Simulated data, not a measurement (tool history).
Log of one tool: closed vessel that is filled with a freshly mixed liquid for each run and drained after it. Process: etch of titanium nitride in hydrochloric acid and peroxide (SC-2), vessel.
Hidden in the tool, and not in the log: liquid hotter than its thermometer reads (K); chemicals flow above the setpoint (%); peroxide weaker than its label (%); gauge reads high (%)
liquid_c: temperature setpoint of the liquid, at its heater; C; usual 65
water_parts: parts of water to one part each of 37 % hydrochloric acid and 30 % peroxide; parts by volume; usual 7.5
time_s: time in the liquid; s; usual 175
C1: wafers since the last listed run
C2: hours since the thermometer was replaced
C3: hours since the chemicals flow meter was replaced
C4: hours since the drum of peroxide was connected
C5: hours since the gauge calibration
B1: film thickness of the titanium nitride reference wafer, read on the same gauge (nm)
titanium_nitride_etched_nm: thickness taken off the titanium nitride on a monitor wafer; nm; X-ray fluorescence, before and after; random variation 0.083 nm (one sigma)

Run 1, hour 0: usual settings; C1 0; C2 1529.3; C3 164.8; C4 596; C5 1363.2; B1 99.99. Result: titanium_nitride_etched_nm 8.93 nm.
Run 2, hour 35.4: usual settings; C1 4453; C2 1564.7; C3 200.2; C4 631.4; C5 1398.6; B1 100.01. Result: titanium_nitride_etched_nm 8.87 nm.
Run 3, hour 79.4: usual settings but water_parts 6.5 parts by volume; C1 5535; C2 1608.7; C3 244.2; C4 675.4; C5 1442.6; B1 100.01. Result: titanium_nitride_etched_nm 9.83 nm.
At hour 149.2: thermometer replaced.
At hour 231.9: gauge calibrated.
Run 4, hour 291.3: usual settings but water_parts 6.5 parts by volume; C1 26533; C2 142.1; C3 456.1; C4 887.3; C5 59.4; B1 100.01. Result: titanium_nitride_etched_nm 9.94 nm.
Run 5, hour 351.5: usual settings; C1 7573; C2 202.3; C3 516.3; C4 947.5; C5 119.6; B1 99.98. Result: titanium_nitride_etched_nm 8.76 nm.
Run 6, hour 391.9: usual settings; C1 5082; C2 242.7; C3 556.7; C4 987.9; C5 160; B1 99.99. Result: titanium_nitride_etched_nm 8.7 nm.
Run 7, hour 422: usual settings; C1 3786; C2 272.8; C3 586.8; C4 1018; C5 190.1; B1 100.04. Result: titanium_nitride_etched_nm 8.69 nm.
Run 8, hour 452.4: usual settings but liquid_c 60 C, water_parts 5.5 parts by volume; C1 3824; C2 303.2; C3 617.2; C4 1048.4; C5 220.5; B1 99.96. Result: titanium_nitride_etched_nm 8.15 nm.
Run 9, hour 482.8: usual settings but liquid_c 72 C, water_parts 9.5 parts by volume; C1 3824; C2 333.6; C3 647.6; C4 1078.8; C5 250.9; B1 100.01. Result: titanium_nitride_etched_nm 10.88 nm.
Run 10, hour 554.2: usual settings but liquid_c 59.5 C, time_s 270 s; C1 8982; C2 405; C3 719; C4 1150.2; C5 322.3; B1 99.97. Result: titanium_nitride_etched_nm 9.52 nm.
Run 11, hour 578.6: usual settings; C1 3069; C2 429.4; C3 743.4; C4 1174.6; C5 346.7; B1 100.02. Result: titanium_nitride_etched_nm 8.55 nm.
At hour 604.2: new drum of peroxide connected.
Run 12, hour 629: usual settings but liquid_c 70 C, water_parts 4 parts by volume, time_s 110 s; C1 6215; C2 479.8; C3 793.8; C4 24.8; C5 397.1; B1 100.01. Result: titanium_nitride_etched_nm 12.24 nm.
Run 13, hour 664.6: usual settings; C1 4478; C2 515.4; C3 829.4; C4 60.4; C5 432.7; B1 100.01. Result: titanium_nitride_etched_nm 9.07 nm.
Run 14, hour 723.1: usual settings; C1 7359; C2 573.9; C3 887.9; C4 118.9; C5 491.2; B1 100.01. Result: titanium_nitride_etched_nm 9.01 nm.
Run 15, hour 788: usual settings but water_parts 4.5 parts by volume, time_s 250 s; C1 8165; C2 638.8; C3 952.8; C4 183.8; C5 556.1; B1 99.97. Result: titanium_nitride_etched_nm 18.73 nm.
Run 16, hour 839.1: usual settings but liquid_c 58 C, time_s 145 s; C1 6428; C2 689.9; C3 1003.9; C4 234.9; C5 607.2; B1 100. Result: titanium_nitride_etched_nm 4.77 nm.
Run 17, hour 868.1: usual settings but liquid_c 58.5 C, time_s 240 s; C1 3648; C2 718.9; C3 1032.9; C4 263.9; C5 636.2; B1 100.05. Result: titanium_nitride_etched_nm 8.16 nm.
Run 18, hour 939.8: usual settings; C1 9020; C2 790.6; C3 1104.6; C4 335.6; C5 707.9; B1 100. Result: titanium_nitride_etched_nm 8.93 nm.
Run 19, hour 988.2: usual settings but liquid_c 60.5 C, time_s 240 s; C1 6089; C2 839; C3 1153; C4 384; C5 756.3; B1 99.95. Result: titanium_nitride_etched_nm 9.2 nm.
Run 20, hour 1023: usual settings; C1 4378; C2 873.8; C3 1187.8; C4 418.8; C5 791.1; B1 100. Result: titanium_nitride_etched_nm 8.92 nm.
At hour 1067.5: chemicals flow meter replaced.
Run 21, hour 1090.1: usual settings; C1 8316; C2 940.9; C3 22.6; C4 485.9; C5 858.2; B1 99.94. Result: titanium_nitride_etched_nm 9.01 nm.
Run 22, hour 1147.2: usual settings but liquid_c 70 C; C1 7183; C2 998; C3 79.7; C4 543; C5 915.3; B1 100.01. Result: titanium_nitride_etched_nm 11.99 nm.

The next listed run, before its measurement:
Run 23, hour 1187.6: usual settings; C1 5082; C2 1038.4; C3 120.1; C4 583.4; C5 955.7; B1 ?. Result: titanium_nitride_etched_nm ?.

{"run 23": {"B1": 99.96, "titanium_nitride_etched_nm": 8.7}}
Without the tool's hidden state the same run would have given titanium_nitride_etched_nm 9.18 nm.
